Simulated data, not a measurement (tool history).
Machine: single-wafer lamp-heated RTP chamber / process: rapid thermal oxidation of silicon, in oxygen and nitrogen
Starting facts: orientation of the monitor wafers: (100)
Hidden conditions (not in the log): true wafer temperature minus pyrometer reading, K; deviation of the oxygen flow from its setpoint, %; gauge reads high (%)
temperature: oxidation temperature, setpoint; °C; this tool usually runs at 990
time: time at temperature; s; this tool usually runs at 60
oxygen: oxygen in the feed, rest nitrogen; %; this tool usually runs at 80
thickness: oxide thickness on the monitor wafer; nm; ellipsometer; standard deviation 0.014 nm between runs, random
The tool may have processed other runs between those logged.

| run | hour | temperature | time | oxygen | wafers since the last listed run | wafers since the last pyrometer calibration | hours since the oxygen flow controller was replaced | hours since the gauge calibration | read-back reference wafer on the same gauge, thickness | thickness |
|---|---|---|---|---|---|---|---|---|---|---|
| 1 | 0 | 990 | 49 | 65 | 0 | 1652 | 2610.6 | 1099.9 | 5.089 | 4.669 |
| 2 | 65.3 | 990 | 49 | 65 | 569 | 2221 | 2675.9 | 1165.2 | 5.093 | 4.685 |
| 3 | 111.8 | 990 | 60 | 80 | 405 | 2627 | 2722.4 | 1211.7 | 5.085 | 5.455 |
|  | 177.1 | pyrometer window cleaned and pyrometer calibrated |
| 4 | 178 | 990 | 60 | 80 | 507 | 7 | 2788.6 | 1277.9 | 5.091 | 5.417 |
| 5 | 208.3 | 990 | 60 | 80 | 264 | 272 | 2818.9 | 1308.2 | 5.093 | 5.433 |
| 6 | 266.8 | 969 | 44 | 80 | 510 | 782 | 2877.4 | 1366.7 | 5.086 | 4.142 |
| 7 | 310.4 | 969 | 44 | 80 | 380 | 1162 | 2921 | 1410.3 | 5.086 | 4.127 |
| 8 | 343.4 | 976 | 60 | 66 | 287 | 1450 | 2954 | 1443.3 | 5.091 | 4.627 |
| 9 | 372.5 | 990 | 60 | 80 | 253 | 1703 | 2983.1 | 1472.4 | 5.091 | 5.434 |
| 10 | 426.5 | 990 | 60 | 80 | 470 | 2174 | 3037.1 | 1526.4 | 5.089 | 5.434 |
| 11 | 456 | 990 | 76 | 65 | 257 | 2431 | 3066.6 | 1555.9 | 5.09 | 5.643 |
|  | 496.3 | pyrometer window cleaned and pyrometer calibrated |
| 12 | 497.1 | 990 | 76 | 65 | 288 | 6 | 3107.7 | 1597 | 5.093 | 5.589 |
| 13 | 529.2 | 990 | 60 | 80 | 279 | 286 | 3139.8 | 1629.1 | 5.091 | 5.421 |
|  | 557.9 | gauge calibrated |
| 14 | 563.8 | 990 | 60 | 80 | 301 | 588 | 3174.4 | 5.9 | 5.083 | 5.447 |
| 15 | 597.1 | 990 | 60 | 80 | 290 | 878 | 3207.7 | 39.2 | 5.098 | 5.43 |
| 16 | 648.2 | 990 | 60 | 80 | 445 | 1324 | 3258.8 | 90.3 | 5.093 | 5.462 |
| 17 | 686.2 | 990 | 60 | 80 | 331 | 1655 | 3296.8 | 128.3 | 5.087 | 5.437 |
| 18 | 733.8 | 990 | 60 | 80 | 415 | 2070 | 3344.4 | 175.9 | 5.088 | 5.439 |
| 19 | 802.7 | 971 | 60 | 80 | 600 | 2671 | 3413.3 | 244.8 | 5.082 | 4.769 |
|  | 835.5 | pyrometer window cleaned and pyrometer calibrated |
| 20 | 836 | 990 | 50 | 88 | 220 | 4 | 3446.6 | 278.1 | 5.087 | 5.184 |
| 21 | 900.7 | 973 | 86 | 80 | 564 | 568 | 3511.3 | 342.8 | 5.088 | 5.601 |
| 22 | 952.7 | 990 | 60 | 80 | 453 | 1022 | 3563.3 | 394.8 | 5.086 | 5.453 |
| 23 | 1007.9 | 1019 | 41 | 68 | 481 | 1503 | 3618.5 | 450 | 5.091 | 5.356 |
| 24 | 1037 | 990 | 60 | 80 | 253 | 1757 | 3647.6 | 479.1 | 5.087 | 5.443 |
| 25 | 1091.2 | 969 | 43 | 80 | 472 | 2229 | 3701.8 | 533.3 | 5.088 | 4.12 |
| 26 | 1155.5 | 990 | 60 | 80 | 560 | 2790 | 3766.1 | 597.6 | 5.095 | 5.474 |
|  | 1173.5 | pyrometer window cleaned and pyrometer calibrated |
|  | 1293.6 | oxygen flow controller replaced |
| 27 | 1365.7 | 990 | 60 | 80 | 1693 | 1605 | 72.1 | 807.8 | 5.096 | 5.454 |
| 28 | 1429.8 | 1009 | 77 | 52 | 558 | 2164 | 136.2 | 871.9 | 5.089 | 6.017 |
| 29 | 1488.8 | 990 | 60 | 80 | 514 | 2679 | 195.2 | 930.9 | 5.08 | 5.499 |
|  | 1532.7 | pyrometer window cleaned and pyrometer calibrated |
| 30 | 1555.5 | 990 | 60 | 98 | 511 | 199 | 261.9 | 997.6 | 5.091 | 5.807 |
| 31 | 1610.1 | 990 | 37 | 55 | 476 | 675 | 316.5 | 1052.2 | 5.091 | 3.943 |
| 32 | 1678.8 | 966 | 81 | 80 | 599 | 1274 | 385.2 | 1120.9 | 5.093 | 5.208 |
| 33 | 1741.4 | 1006 | 47 | 54 | 545 | 1820 | 447.8 | 1183.5 | 5.084 | 4.81 |
| 34 | 1777 | 990 | 60 | 80 | 310 | 2130 | 483.4 | 1219.1 | 5.084 | 5.443 |

Alternative continuations, all from the tool just after run 34; predict every row:
| A | 1777.4 | 990 | 37 | 80 | 3 | 2134 | 483.8 | 1219.5 | ? | ? |
| B | 1777.4 | 990 | 83 | 97 | 3 | 2134 | 483.8 | 1219.5 | ? | ? |
| C | 1777.4 | 990 | 60 | 55 | 3 | 2134 | 483.8 | 1219.5 | ? | ? |
| D | 1777.4 | 1003 | 60 | 80 | 3 | 2134 | 483.8 | 1219.5 | ? | ? |

| run | read-back reference wafer on the same gauge, thickness | thickness |
|---|---|---|
| A | 5.09 | 4.474 |
| B | 5.09 | 6.747 |
| C | 5.09 | 4.834 |
| D | 5.09 | 6.014 |
With the hidden condition removed and each run's random variation left untouched, the same runs would have given:
| run | thickness |
|---|---|
| A | 4.446 |
| B | 6.701 |
| C | 4.804 |
| D | 5.975 |
